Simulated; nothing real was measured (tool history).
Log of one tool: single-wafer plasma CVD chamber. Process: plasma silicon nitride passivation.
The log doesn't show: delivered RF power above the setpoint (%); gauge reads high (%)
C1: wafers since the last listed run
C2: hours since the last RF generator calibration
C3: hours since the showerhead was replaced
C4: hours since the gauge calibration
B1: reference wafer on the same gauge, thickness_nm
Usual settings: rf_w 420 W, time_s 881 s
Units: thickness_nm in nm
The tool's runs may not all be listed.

run 1 hour=0.0 | rf_w=420 time_s=881 | C1=0 C2=650.3 C3=4561.6 C4=117.9 | B1=1401.137 | thickness_nm=1174.310
run 2 hour=13.0 | rf_w=400 time_s=765 | C1=22 C2=663.3 C3=4574.6 C4=130.9 | B1=1400.003 | thickness_nm=1008.693
run 3 hour=27.8 | rf_w=400 time_s=765 | C1=25 C2=678.1 C3=4589.4 C4=145.7 | B1=1400.706 | thickness_nm=1006.596
run 4 hour=37.8 | rf_w=400 time_s=765 | C1=17 C2=688.1 C3=4599.4 C4=155.7 | B1=1400.350 | thickness_nm=1009.328
run 5 hour=54.5 | rf_w=420 time_s=762 | C1=28 C2=704.8 C3=4616.1 C4=172.4 | B1=1399.951 | thickness_nm=1015.872
run 6 hour=62.6 | rf_w=420 time_s=881 | C1=13 C2=712.9 C3=4624.2 C4=180.5 | B1=1399.962 | thickness_nm=1178.481
run 7 hour=69.0 | rf_w=420 time_s=881 | C1=11 C2=719.3 C3=4630.6 C4=186.9 | B1=1399.784 | thickness_nm=1176.794
run 8 hour=82.7 | rf_w=420 time_s=881 | C1=23 C2=733.0 C3=4644.3 C4=200.6 | B1=1399.461 | thickness_nm=1173.129
run 9 hour=98.8 | rf_w=420 time_s=881 | C1=27 C2=749.1 C3=4660.4 C4=216.7 | B1=1400.510 | thickness_nm=1176.495
run 10 hour=112.4 | rf_w=420 time_s=881 | C1=23 C2=762.7 C3=4674.0 C4=230.3 | B1=1400.270 | thickness_nm=1171.701
run 11 hour=126.7 | rf_w=420 time_s=881 | C1=24 C2=777.0 C3=4688.3 C4=244.6 | B1=1399.858 | thickness_nm=1175.560
-- hour=140.7 showerhead replaced
run 12 hour=141.6 | rf_w=475 time_s=881 | C1=11 C2=791.9 C3=0.9 C4=259.5 | B1=1400.617 | thickness_nm=1216.316
-- hour=145.2 gauge calibrated
run 13 hour=150.0 | rf_w=420 time_s=881 | C1=14 C2=800.3 C3=9.3 C4=4.8 | B1=1400.543 | thickness_nm=1178.994
run 14 hour=160.9 | rf_w=420 time_s=881 | C1=18 C2=811.2 C3=20.2 C4=15.7 | B1=1399.794 | thickness_nm=1172.302
-- hour=171.2 RF generator calibrated
run 15 hour=171.7 | rf_w=420 time_s=881 | C1=4 C2=0.5 C3=31.0 C4=26.5 | B1=1399.351 | thickness_nm=1202.512
run 16 hour=185.2 | rf_w=420 time_s=881 | C1=23 C2=14.0 C3=44.5 C4=40.0 | B1=1400.165 | thickness_nm=1204.314
run 17 hour=195.9 | rf_w=420 time_s=881 | C1=18 C2=24.7 C3=55.2 C4=50.7 | B1=1400.249 | thickness_nm=1201.532
run 18 hour=211.8 | rf_w=420 time_s=764 | C1=27 C2=40.6 C3=71.1 C4=66.6 | B1=1400.067 | thickness_nm=1037.647
run 19 hour=227.2 | rf_w=420 time_s=881 | C1=26 C2=56.0 C3=86.5 C4=82.0 | B1=1400.699 | thickness_nm=1201.664
run 20 hour=236.9 | rf_w=375 time_s=707 | C1=16 C2=65.7 C3=96.2 C4=91.7 | B1=1400.749 | thickness_nm=930.493
run 21 hour=243.6 | rf_w=420 time_s=881 | C1=11 C2=72.4 C3=102.9 C4=98.4 | B1=1399.085 | thickness_nm=1199.315
run 22 hour=252.9 | rf_w=340 time_s=1037 | C1=15 C2=81.7 C3=112.2 C4=107.7 | B1=1399.984 | thickness_nm=1333.041
run 23 hour=264.1 | rf_w=420 time_s=881 | C1=19 C2=92.9 C3=123.4 C4=118.9 | B1=1400.102 | thickness_nm=1194.611
run 24 hour=275.8 | rf_w=420 time_s=942 | C1=20 C2=104.6 C3=135.1 C4=130.6 | B1=1401.238 | thickness_nm=1280.340
run 25 hour=282.7 | rf_w=340 time_s=881 | C1=11 C2=111.5 C3=142.0 C4=137.5 | B1=1400.261 | thickness_nm=1129.859
run 26 hour=291.2 | rf_w=420 time_s=881 | C1=14 C2=120.0 C3=150.5 C4=146.0 | B1=1400.957 | thickness_nm=1195.462
run 27 hour=300.5 | rf_w=355 time_s=952 | C1=15 C2=129.3 C3=159.8 C4=155.3 | B1=1399.934 | thickness_nm=1233.076
run 28 hour=307.1 | rf_w=400 time_s=970 | C1=11 C2=135.9 C3=166.4 C4=161.9 | B1=1400.476 | thickness_nm=1301.694
run 29 hour=315.8 | rf_w=420 time_s=768 | C1=14 C2=144.6 C3=175.1 C4=170.6 | B1=1399.616 | thickness_nm=1038.132
run 30 hour=323.2 | rf_w=420 time_s=1033 | C1=12 C2=152.0 C3=182.5 C4=178.0 | B1=1399.800 | thickness_nm=1400.354

What the log doesn't show, run by run:
gauge reads high (%): 0 in every run
H1: delivered RF power above the setpoint (%)
run=1 H1=-8.42
run=2 H1=-8.46
run=3 H1=-8.5
run=4 H1=-8.52
run=5 H1=-8.56
run=6 H1=-8.58
run=7 H1=-8.6
run=8 H1=-8.63
run=9 H1=-8.66
run=10 H1=-8.69
run=11 H1=-8.72
run=12 H1=-8.74
run=13 H1=-8.76
run=14 H1=-8.78
run=15 H1=-0.322
run=16 H1=-0.71
run=17 H1=-1
run=18 H1=-1.42
run=19 H1=-1.8
run=20 H1=-2.03
run=21 H1=-2.19
run=22 H1=-2.4
run=23 H1=-2.64
run=24 H1=-2.88
run=25 H1=-3.02
run=26 H1=-3.19
run=27 H1=-3.36
run=28 H1=-3.48
run=29 H1=-3.64
run=30 H1=-3.77
